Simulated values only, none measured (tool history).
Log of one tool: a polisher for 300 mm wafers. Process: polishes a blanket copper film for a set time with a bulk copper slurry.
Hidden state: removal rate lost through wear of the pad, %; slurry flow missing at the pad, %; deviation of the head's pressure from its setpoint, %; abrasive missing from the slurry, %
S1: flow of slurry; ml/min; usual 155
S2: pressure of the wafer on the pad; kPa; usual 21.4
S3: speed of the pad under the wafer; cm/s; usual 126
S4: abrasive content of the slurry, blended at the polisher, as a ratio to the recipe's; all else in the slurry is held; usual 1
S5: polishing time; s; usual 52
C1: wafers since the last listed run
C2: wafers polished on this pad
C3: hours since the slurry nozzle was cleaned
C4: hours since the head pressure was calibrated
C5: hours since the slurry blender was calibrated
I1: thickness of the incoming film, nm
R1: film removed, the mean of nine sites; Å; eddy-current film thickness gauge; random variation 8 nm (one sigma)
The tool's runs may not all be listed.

run 1 hour=0 | S1=155 S2=21.4 S3=126 S4=1 S5=52 | C1=0 C2=959 C3=647.1 C4=547 C5=347.6 | I1=1909.2 | R1=6037
-- hour=5 worn pad replaced by a new one
run 2 hour=22.4 | S1=185 S2=21.4 S3=126 S4=1 S5=52 | C1=234 C2=221 C3=669.5 C4=569.4 C5=370 | I1=1877.4 | R1=6429
run 3 hour=38.3 | S1=185 S2=21.4 S3=126 S4=1 S5=52 | C1=202 C2=423 C3=685.4 C4=585.3 C5=385.9 | I1=1893.1 | R1=6330
run 4 hour=44.7 | S1=155 S2=21.4 S3=126 S4=1 S5=52 | C1=81 C2=505 C3=691.8 C4=591.7 C5=392.3 | I1=1856.1 | R1=6253
run 5 hour=55.4 | S1=155 S2=21.4 S3=126 S4=1 S5=52 | C1=136 C2=641 C3=702.5 C4=602.4 C5=403 | I1=1924.2 | R1=6132
run 6 hour=71.1 | S1=155 S2=21.4 S3=126 S4=1 S5=52 | C1=199 C2=841 C3=718.2 C4=618.1 C5=418.7 | I1=1878.3 | R1=6049
run 7 hour=84.6 | S1=155 S2=21.4 S3=126 S4=1 S5=56 | C1=171 C2=1012 C3=731.7 C4=631.6 C5=432.2 | I1=1900.7 | R1=6259
-- hour=96.5 worn pad replaced by a new one
run 8 hour=102.2 | S1=155 S2=21.4 S3=126 S4=1 S5=56 | C1=173 C2=72 C3=749.3 C4=649.2 C5=449.8 | I1=1887.9 | R1=6917
run 9 hour=111.1 | S1=155 S2=21.4 S3=126 S4=1 S5=56 | C1=113 C2=186 C3=758.2 C4=658.1 C5=458.7 | I1=1891.7 | R1=6768
run 10 hour=117.3 | S1=155 S2=21.4 S3=126 S4=1 S5=52 | C1=78 C2=264 C3=764.4 C4=664.3 C5=464.9 | I1=1930.4 | R1=6266
run 11 hour=130.8 | S1=155 S2=21.4 S3=126 S4=1 S5=52 | C1=171 C2=436 C3=777.9 C4=677.8 C5=478.4 | I1=1865.8 | R1=6266
-- hour=151.7 slurry blender recalibrated
run 12 hour=165.7 | S1=180 S2=21.4 S3=112 S4=1 S5=52 | C1=418 C2=855 C3=812.8 C4=712.7 C5=14 | I1=1869.8 | R1=5656
-- hour=173 worn pad replaced by a new one
run 13 hour=183.3 | S1=155 S2=21.4 S3=126 S4=1 S5=52 | C1=173 C2=131 C3=830.4 C4=730.3 C5=31.6 | I1=1866.9 | R1=6305
run 14 hour=198.3 | S1=155 S2=21.4 S3=126 S4=1 S5=52 | C1=190 C2=322 C3=845.4 C4=745.3 C5=46.6 | I1=1897.4 | R1=6193
-- hour=203.5 slurry nozzle cleaned
run 15 hour=205 | S1=110 S2=21.4 S3=164 S4=1 S5=52 | C1=72 C2=394 C3=1.5 C4=752 C5=53.3 | I1=1866.6 | R1=8141
run 16 hour=215.5 | S1=155 S2=21.4 S3=156 S4=1 S5=39 | C1=133 C2=528 C3=12 C4=762.5 C5=63.8 | I1=1905.7 | R1=6030
run 17 hour=222.5 | S1=155 S2=21.4 S3=126 S4=1 S5=61 | C1=89 C2=617 C3=19 C4=769.5 C5=70.8 | I1=1892.6 | R1=7918
run 18 hour=238.7 | S1=155 S2=21.4 S3=126 S4=1 S5=52 | C1=206 C2=823 C3=35.2 C4=785.7 C5=87 | I1=1907.5 | R1=6496
-- hour=240.7 head pressure recalibrated
-- hour=249.4 worn pad replaced by a new one
run 19 hour=249.9 | S1=155 S2=24.8 S3=162 S4=1.1 S5=59 | C1=66 C2=6 C3=46.4 C4=9.2 C5=98.2 | I1=1929.3 | R1=11157
run 20 hour=264.6 | S1=155 S2=21.4 S3=126 S4=1 S5=52 | C1=187 C2=193 C3=61.1 C4=23.9 C5=112.9 | I1=1894.7 | R1=6733
run 21 hour=279.9 | S1=155 S2=16.5 S3=126 S4=1.2 S5=62 | C1=194 C2=388 C3=76.4 C4=39.2 C5=128.2 | I1=1897.2 | R1=6308
run 22 hour=286 | S1=190 S2=24.1 S3=152 S4=1.15 S5=52 | C1=77 C2=465 C3=82.5 C4=45.3 C5=134.3 | I1=1912.8 | R1=9030
run 23 hour=297.3 | S1=155 S2=21.4 S3=142 S4=1 S5=52 | C1=143 C2=609 C3=93.8 C4=56.6 C5=145.6 | I1=1876 | R1=7191
run 24 hour=304.8 | S1=155 S2=24.8 S3=162 S4=1.1 S5=59 | C1=95 C2=705 C3=101.3 C4=64.1 C5=153.1 | I1=1869.4 | R1=10492
run 25 hour=319.5 | S1=155 S2=21.4 S3=126 S4=0.9 S5=62 | C1=187 C2=892 C3=116 C4=78.8 C5=167.8 | I1=1893.3 | R1=7426
-- hour=324.2 worn pad replaced by a new one
run 26 hour=333.9 | S1=155 S2=13.8 S3=126 S4=1 S5=52 | C1=132 C2=123 C3=130.4 C4=93.2 C5=182.2 | I1=1860.5 | R1=4361
run 27 hour=349.2 | S1=155 S2=21.4 S3=142 S4=1 S5=59 | C1=194 C2=317 C3=145.7 C4=108.5 C5=197.5 | I1=1892.2 | R1=8287
run 28 hour=393.4 | S1=155 S2=26.9 S3=144 S4=1.3 S5=52 | C1=562 C2=880 C3=189.9 C4=152.7 C5=241.7 | I1=1894.8 | R1=9328
-- hour=407.7 worn pad replaced by a new one
run 29 hour=408.2 | S1=175 S2=21.4 S3=106 S4=1 S5=52 | C1=137 C2=6 C3=204.7 C4=167.5 C5=256.5 | I1=1878.2 | R1=6138

3 ways to go on from here, each from the tool as it stands after run 29. What would each give?
run A hour=408.6 | S1=155 S2=21.4 S3=126 S4=1 S5=52 | C1=5 C2=11 C3=205.1 C4=167.9 C5=256.9 | I1=1893.4 | R1=?
run B hour=408.6 | S1=130 S2=21.4 S3=126 S4=1.25 S5=52 | C1=5 C2=11 C3=205.1 C4=167.9 C5=256.9 | I1=1893.4 | R1=?
run C hour=408.6 | S1=125 S2=21.4 S3=126 S4=1.15 S5=59 | C1=5 C2=11 C3=205.1 C4=167.9 C5=256.9 | I1=1893.4 | R1=?

run=A R1=6664
run=B R1=6690
run=C R1=7443
Without the tool's hidden state the same runs would have given:
run=A R1=7015
run=B R1=7079
run=C R1=7885
